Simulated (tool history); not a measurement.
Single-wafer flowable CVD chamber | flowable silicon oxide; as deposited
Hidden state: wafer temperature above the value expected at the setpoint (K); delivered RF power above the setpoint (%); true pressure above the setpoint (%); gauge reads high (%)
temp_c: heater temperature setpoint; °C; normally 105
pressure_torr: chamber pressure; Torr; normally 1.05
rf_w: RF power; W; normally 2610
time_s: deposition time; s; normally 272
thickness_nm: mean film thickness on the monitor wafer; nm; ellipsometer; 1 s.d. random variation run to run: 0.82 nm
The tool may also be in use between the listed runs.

run,hour,temp_c,pressure_torr,rf_w,time_s,wafers since the last listed run,hours since the last thermocouple change,hours since the last RF generator calibration,hours since the last manometer calibration,hours since the showerhead was replaced,hours since the gauge calibration,"read-back reference wafer on the same gauge, thickness_nm",thickness_nm
1,0,105,1.05,2610,272,0,1505.3,1979.5,904.9,2629.5,2333.1,252.311,210.678
2,99.9,105,1.05,2610,272,444,1605.2,2079.4,1004.8,2729.4,2433,251.875,211.223
3,174.1,105,1.05,2610,272,330,1679.4,2153.6,1079,2803.6,2507.2,251.93,211.139
# hour 259.6: capacitance manometer re-zeroed and calibrated
4,264.4,105,1.05,2610,272,366,1769.7,2243.9,4.8,2893.9,2597.5,252.155,217.774
# hour 297.6: thermocouple changed; heater temperature recalibrated
5,350.1,105,1.14,2610,272,345,52.5,2329.6,90.5,2979.6,2683.2,251.842,231.358
6,446.6,105,1.05,2610,272,429,149,2426.1,187,3076.1,2779.7,251.642,214.977
7,533.3,105,1.05,2610,272,385,235.7,2512.8,273.7,3162.8,2866.4,251.835,216.368
8,581,105,1.05,2610,272,212,283.4,2560.5,321.4,3210.5,2914.1,252.086,214.712
# hour 649.6: RF generator calibrated
9,668.3,105,1.05,2610,272,352,370.7,18.7,408.7,3297.8,3001.4,251.563,212.832
10,729,105,1.05,2610,272,270,431.4,79.4,469.4,3358.5,3062.1,251.975,213.973
11,796.9,99,1.05,2610,272,302,499.3,147.3,537.3,3426.4,3130,251.902,256.55
# hour 833.2: gauge calibrated
12,870.7,99,1.05,2610,272,328,573.1,221.1,611.1,3500.2,37.5,252.384,255.866
13,924,105,0.9,2090,272,237,626.4,274.4,664.4,3553.5,90.8,252.279,178.163
14,963.1,97,1.05,2375,272,174,665.5,313.5,703.5,3592.6,129.9,251.746,268.387
15,1014.4,105,1.05,2610,272,228,716.8,364.8,754.8,3643.9,181.2,252.124,210.981
16,1091.7,105,1.05,2610,272,344,794.1,442.1,832.1,3721.2,258.5,252.025,210.773
17,1137,105,1.05,2610,272,201,839.4,487.4,877.4,3766.5,303.8,252.081,209.551
# hour 1176.8: showerhead replaced
18,1195,105,1.21,2610,272,222,897.4,545.4,935.4,18.2,361.8,251.733,237.196
19,1277.8,114,0.95,2275,272,368,980.2,628.2,1018.2,101,444.6,252.1,143.157
# hour 1343.8: capacitance manometer re-zeroed and calibrated
20,1382.9,117,1.05,2610,322,432,1085.3,733.3,39.1,206.1,549.7,251.578,180.876
21,1429.4,105,1.05,2610,272,206,1131.8,779.8,85.6,252.6,596.2,252.156,218.472
22,1531.2,94,0.93,2230,288,453,1233.6,881.6,187.4,354.4,698,252.201,284.129
23,1574.1,115,0.87,2610,272,190,1276.5,924.5,230.3,397.3,740.9,251.826,135.732
24,1638.4,105,1.21,2395,227,286,1340.8,988.8,294.6,461.6,805.2,252.151,199.627
25,1687.8,105,0.95,2610,272,219,1390.2,1038.2,344,511,854.6,252.087,197.286
26,1741.9,105,1.15,2800,272,240,1444.3,1092.3,398.1,565.1,908.7,252.065,234.627
27,1827.1,105,0.94,2935,308,379,1529.5,1177.5,483.3,650.3,993.9,252.321,223.414
28,1870,105,1.15,2250,320,190,1572.4,1220.4,526.2,693.2,1036.8,251.668,266.191
# hour 1906.1: thermocouple changed; heater temperature recalibrated
29,1944.3,105,1.26,2610,301,295,38.2,1294.7,600.5,767.5,1111.1,251.933,277.505

Branching from run 29: 3 alternative next runs. What would each branch give?
A,1944.8,97,1.05,2610,272,2,38.7,1295.2,601,768,1111.6,?,?
B,1944.8,91,1.29,2860,244,2,38.7,1295.2,601,768,1111.6,?,?
C,1944.8,105,1.05,3070,272,2,38.7,1295.2,601,768,1111.6,?,?

run,"read-back reference wafer on the same gauge, thickness_nm",thickness_nm
A,252.234,275.544
B,252.234,357.94
C,252.234,218.08
Stripped of hidden state, with their random variation kept, the same runs would have yielded:
run,thickness_nm
A,280.702
B,364.394
C,222.162
